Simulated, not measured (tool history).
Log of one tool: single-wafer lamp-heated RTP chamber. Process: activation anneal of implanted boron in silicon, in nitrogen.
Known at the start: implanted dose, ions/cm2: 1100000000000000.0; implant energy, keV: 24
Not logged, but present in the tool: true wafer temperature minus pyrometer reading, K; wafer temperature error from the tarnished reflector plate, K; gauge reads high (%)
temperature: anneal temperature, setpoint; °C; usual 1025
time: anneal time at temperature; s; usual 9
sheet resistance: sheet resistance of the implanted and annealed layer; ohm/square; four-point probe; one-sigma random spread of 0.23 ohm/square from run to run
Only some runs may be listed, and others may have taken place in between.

run,hour,temperature,time,wafers since the last listed run,wafers since the last pyrometer calibration,wafers since the reflector plate was cleaned,hours since the gauge calibration,"read-back reference wafer on the same gauge, sheet resistance",sheet resistance
1,0.0,1033,5,0,687,6152,143.5,110.00,109.80
2,27.4,1033,5,450,1138,6603,170.9,109.99,109.66
3,46.7,1025,9,317,1455,6921,190.2,109.99,110.19
4,77.4,1025,9,505,1960,7426,220.9,109.97,109.76
# hour 116.0: pyrometer window cleaned and pyrometer calibrated
5,116.5,1025,9,511,8,7938,260.0,109.99,110.46
6,127.5,1025,9,180,189,8119,271.0,109.98,110.24
7,162.6,1038,9,577,766,8696,306.1,109.99,108.94
8,193.2,1038,9,503,1270,9199,336.7,109.97,108.68
9,206.2,1038,9,213,1484,9413,349.7,110.02,108.98
10,225.1,1003,9,310,1795,9724,368.6,109.97,113.53
11,241.1,1025,9,263,2058,9988,384.6,109.99,109.87
# hour 254.5: pyrometer window cleaned and pyrometer calibrated
12,275.7,1025,9,437,348,10425,419.2,109.99,109.50
13,305.1,1025,9,483,831,10909,448.6,110.03,109.96
14,327.3,1025,9,365,1197,11274,470.8,110.03,109.58
15,355.9,1005,9,470,1667,11745,499.4,110.01,112.70
16,382.0,1015,9,429,2097,12174,525.5,110.01,110.63
17,401.2,1025,9,315,2413,12490,544.7,109.99,109.53
# hour 428.3: pyrometer window cleaned and pyrometer calibrated
18,428.8,998,13,322,8,12813,572.3,110.00,112.70
19,439.7,1013,5,179,187,12992,583.2,109.98,111.41

Run 20 comes next. What will it give?
# hour 466.0: gauge calibrated
# hour 476.3: reflector plate cleaned
20,476.8,1025,9,478,666,7,10.8,?,?

Run 20 measured read-back reference wafer on the same gauge, sheet resistance 109.98, sheet resistance 110.54 ohm/square.
If the tool had no hidden condition, the same run with the same run-to-run variation would have returned sheet resistance 110.60 ohm/square.
